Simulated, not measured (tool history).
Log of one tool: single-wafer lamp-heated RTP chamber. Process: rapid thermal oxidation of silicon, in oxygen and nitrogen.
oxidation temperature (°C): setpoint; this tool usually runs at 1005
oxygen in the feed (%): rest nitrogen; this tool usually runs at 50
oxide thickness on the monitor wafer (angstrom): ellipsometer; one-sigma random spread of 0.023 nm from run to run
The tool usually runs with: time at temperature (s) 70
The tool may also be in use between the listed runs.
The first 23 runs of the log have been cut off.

run    hour  oxidation temperature (°C)  time at temperature (s)  oxygen in the feed (%)  read-back reference wafer on the same gauge, thickness  oxide thickness on the monitor wafer (angstrom)
 24  2348.7                         982                      104                      30                                                   5.575                                            51.16
 25  2447.5                         996                       80                      62                                                   5.584                                            63.59
 26  2532.0                        1030                       96                      68                                                   5.589                                            90.38
 27  2602.6                        1005                       58                      30                                                   5.570                                            46.91
 28  2692.4                        1005                       70                      50                                                   5.584                                            59.45
     2720.4  -- pyrometer window cleaned and pyrometer calibrated
 29  2749.7                        1013                       70                      27                                                   5.574                                            51.27
 30  2850.3                        1022                       83                      23                                                   5.584                                            55.73
 31  2957.5                         996                       94                      50                                                   5.579                                            63.70
 32  3045.6                        1005                       70                      50                                                   5.585                                            59.97
 33  3104.7                        1005                       57                      50                                                   5.575                                            54.39
 34  3182.2                         978                       70                      68                                                   5.584                                            54.21
 35  3234.7                        1005                       40                      50                                                   5.578                                            46.91
 36  3299.7                        1005                       70                      50                                                   5.582                                            60.15

Below are 5 alternative next runs, each starting from the tool's condition after run 36. Predict each:
  A  3300.1                        1005                       70                      50                                                       ?                                                ?
  B  3300.1                        1005                      101                      34                                                       ?                                                ?
  C  3300.1                        1028                      102                      50                                                       ?                                                ?
  D  3300.1                         996                      103                      27                                                       ?                                                ?
  E  3300.1                         993                       70                      74                                                       ?                                                ?

run  read-back reference wafer on the same gauge, thickness  oxide thickness on the monitor wafer (angstrom)
  A                                                   5.585                                            59.24
  B                                                   5.585                                            60.94
  C                                                   5.585                                            82.30
  D                                                   5.585                                            53.54
  E                                                   5.585                                            62.13
Had the tool no hidden state, the same runs would have come out as:
run  oxide thickness on the monitor wafer (angstrom)
  A                                            59.24
  B                                            60.94
  C                                            82.30
  D                                            53.54
  E                                            62.13

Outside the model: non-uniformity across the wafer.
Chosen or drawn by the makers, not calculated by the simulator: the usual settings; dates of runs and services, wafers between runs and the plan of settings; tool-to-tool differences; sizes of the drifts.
